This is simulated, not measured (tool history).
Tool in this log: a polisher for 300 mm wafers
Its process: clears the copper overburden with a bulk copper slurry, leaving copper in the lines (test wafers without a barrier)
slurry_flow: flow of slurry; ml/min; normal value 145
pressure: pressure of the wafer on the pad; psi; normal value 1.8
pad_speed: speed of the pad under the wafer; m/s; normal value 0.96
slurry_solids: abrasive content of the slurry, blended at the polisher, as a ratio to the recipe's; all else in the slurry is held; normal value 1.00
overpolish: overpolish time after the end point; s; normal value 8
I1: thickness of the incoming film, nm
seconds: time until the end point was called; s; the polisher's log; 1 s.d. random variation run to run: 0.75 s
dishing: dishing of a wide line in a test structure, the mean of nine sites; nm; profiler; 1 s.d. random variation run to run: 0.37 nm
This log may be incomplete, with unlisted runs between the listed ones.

run 1 hour=0.0 | slurry_flow=145 pressure=1.8 pad_speed=0.96 slurry_solids=1.00 overpolish=11 | I1=438.2 | seconds=73.8 dishing=27.5
-- hour=38.6 slurry nozzle cleaned
run 2 hour=60.1 | slurry_flow=145 pressure=1.8 pad_speed=0.74 slurry_solids=1.00 overpolish=8 | I1=441.4 | seconds=91.1 dishing=20.8
-- hour=92.8 head pressure recalibrated
run 3 hour=131.0 | slurry_flow=145 pressure=1.8 pad_speed=1.14 slurry_solids=1.00 overpolish=8 | I1=442.5 | seconds=60.5 dishing=27.1
-- hour=149.0 slurry blender recalibrated
run 4 hour=186.3 | slurry_flow=145 pressure=1.8 pad_speed=1.14 slurry_solids=1.00 overpolish=8 | I1=433.1 | seconds=57.8 dishing=26.9
run 5 hour=215.1 | slurry_flow=175 pressure=1.8 pad_speed=0.96 slurry_solids=1.00 overpolish=8 | I1=430.8 | seconds=68.0 dishing=24.9
run 6 hour=248.0 | slurry_flow=175 pressure=1.8 pad_speed=0.96 slurry_solids=1.00 overpolish=8 | I1=435.1 | seconds=67.9 dishing=24.1
-- hour=300.5 worn pad replaced by a new one
run 7 hour=360.2 | slurry_flow=175 pressure=1.8 pad_speed=0.96 slurry_solids=1.00 overpolish=8 | I1=431.6 | seconds=67.1 dishing=24.2
run 8 hour=426.6 | slurry_flow=145 pressure=1.8 pad_speed=0.96 slurry_solids=1.00 overpolish=8 | I1=435.0 | seconds=72.7 dishing=23.6
run 9 hour=492.6 | slurry_flow=145 pressure=1.8 pad_speed=0.96 slurry_solids=0.90 overpolish=8 | I1=432.7 | seconds=75.4 dishing=23.5
run 10 hour=556.6 | slurry_flow=195 pressure=1.5 pad_speed=0.96 slurry_solids=1.00 overpolish=6 | I1=438.7 | seconds=81.4 dishing=18.3
run 11 hour=584.6 | slurry_flow=145 pressure=1.8 pad_speed=1.24 slurry_solids=1.15 overpolish=8 | I1=431.8 | seconds=54.3 dishing=27.7
-- hour=612.2 slurry blender recalibrated
run 12 hour=637.0 | slurry_flow=145 pressure=1.8 pad_speed=0.96 slurry_solids=1.00 overpolish=8 | I1=439.2 | seconds=73.9 dishing=23.8
run 13 hour=662.2 | slurry_flow=165 pressure=1.6 pad_speed=0.96 slurry_solids=0.80 overpolish=8 | I1=441.0 | seconds=86.0 dishing=21.5
run 14 hour=730.8 | slurry_flow=145 pressure=1.8 pad_speed=0.96 slurry_solids=1.00 overpolish=8 | I1=432.5 | seconds=72.2 dishing=24.3
-- hour=778.3 worn pad replaced by a new one
run 15 hour=778.8 | slurry_flow=165 pressure=1.8 pad_speed=0.96 slurry_solids=1.00 overpolish=13 | I1=429.0 | seconds=71.5 dishing=30.2
-- hour=833.0 slurry nozzle cleaned
run 16 hour=838.7 | slurry_flow=110 pressure=1.8 pad_speed=0.96 slurry_solids=0.75 overpolish=3 | I1=439.4 | seconds=80.5 dishing=11.4
run 17 hour=876.7 | slurry_flow=160 pressure=1.8 pad_speed=0.96 slurry_solids=0.70 overpolish=12 | I1=441.0 | seconds=75.7 dishing=29.9
-- hour=923.4 head pressure recalibrated
run 18 hour=944.8 | slurry_flow=145 pressure=1.8 pad_speed=0.96 slurry_solids=1.00 overpolish=8 | I1=435.2 | seconds=69.7 dishing=24.2
-- hour=979.2 slurry blender recalibrated
run 19 hour=981.1 | slurry_flow=185 pressure=1.8 pad_speed=0.84 slurry_solids=1.00 overpolish=8 | I1=439.3 | seconds=76.3 dishing=22.9
run 20 hour=1099.1 | slurry_flow=185 pressure=2.3 pad_speed=1.10 slurry_solids=1.10 overpolish=8 | I1=433.2 | seconds=44.9 dishing=30.3
run 21 hour=1123.6 | slurry_flow=145 pressure=2.3 pad_speed=0.84 slurry_solids=1.10 overpolish=12 | I1=442.9 | seconds=62.7 dishing=31.5
run 22 hour=1188.9 | slurry_flow=195 pressure=1.5 pad_speed=0.96 slurry_solids=1.00 overpolish=6 | I1=429.0 | seconds=79.8 dishing=18.5
-- hour=1193.7 worn pad replaced by a new one
run 23 hour=1218.5 | slurry_flow=115 pressure=1.8 pad_speed=0.96 slurry_solids=1.00 overpolish=8 | I1=427.8 | seconds=74.1 dishing=22.8
run 24 hour=1262.8 | slurry_flow=145 pressure=1.8 pad_speed=0.96 slurry_solids=1.00 overpolish=8 | I1=437.5 | seconds=71.4 dishing=24.6
run 25 hour=1294.9 | slurry_flow=145 pressure=1.8 pad_speed=0.96 slurry_solids=1.00 overpolish=10 | I1=434.2 | seconds=70.4 dishing=27.0
run 26 hour=1336.2 | slurry_flow=145 pressure=1.8 pad_speed=0.96 slurry_solids=1.00 overpolish=8 | I1=429.6 | seconds=71.2 dishing=24.4
run 27 hour=1381.0 | slurry_flow=145 pressure=1.4 pad_speed=0.96 slurry_solids=1.00 overpolish=3 | I1=430.9 | seconds=93.1 dishing=9.9
run 28 hour=1428.7 | slurry_flow=145 pressure=1.8 pad_speed=0.96 slurry_solids=1.00 overpolish=8 | I1=427.3 | seconds=70.7 dishing=24.4
-- hour=1444.9 slurry blender recalibrated
run 29 hour=1458.7 | slurry_flow=100 pressure=1.8 pad_speed=0.96 slurry_solids=1.00 overpolish=8 | I1=439.4 | seconds=81.9 dishing=22.8

Some steps in seconds, run to run, broken into two amounts with sign: the step expected even without the hidden condition (settings, incoming material, random variation), and the rest, left for the hidden condition together with whatever gauge scatter is not in both the measured and the hidden-condition-free result:
Unlogged tool condition in this case: removal rate lost through wear of the pad, %; slurry flow missing at the pad, %; deviation of the head's pressure from its setpoint, %; abrasive missing from the slurry, %.
Run 1 -> 2: pad_speed 0.96 -> 0.74, overpolish 11 -> 8, slurry nozzle cleaned. seconds +17.3 s: hidden state -3.7, all else +21.0.
Run 2 -> 3: pad_speed 0.74 -> 1.14, head pressure recalibrated. seconds -30.6 s: hidden state +0.0, all else -30.6.
Run 15 -> 16: slurry_flow 165 -> 110, slurry_solids 1.00 -> 0.75, overpolish 13 -> 3, slurry nozzle cleaned. seconds +9.0 s: hidden state -3.3, all else +12.3.
Run 19 -> 20: pressure 1.8 -> 2.3, pad_speed 0.84 -> 1.10, slurry_solids 1.00 -> 1.10. seconds -31.4 s: hidden state -0.1, all else -31.3.

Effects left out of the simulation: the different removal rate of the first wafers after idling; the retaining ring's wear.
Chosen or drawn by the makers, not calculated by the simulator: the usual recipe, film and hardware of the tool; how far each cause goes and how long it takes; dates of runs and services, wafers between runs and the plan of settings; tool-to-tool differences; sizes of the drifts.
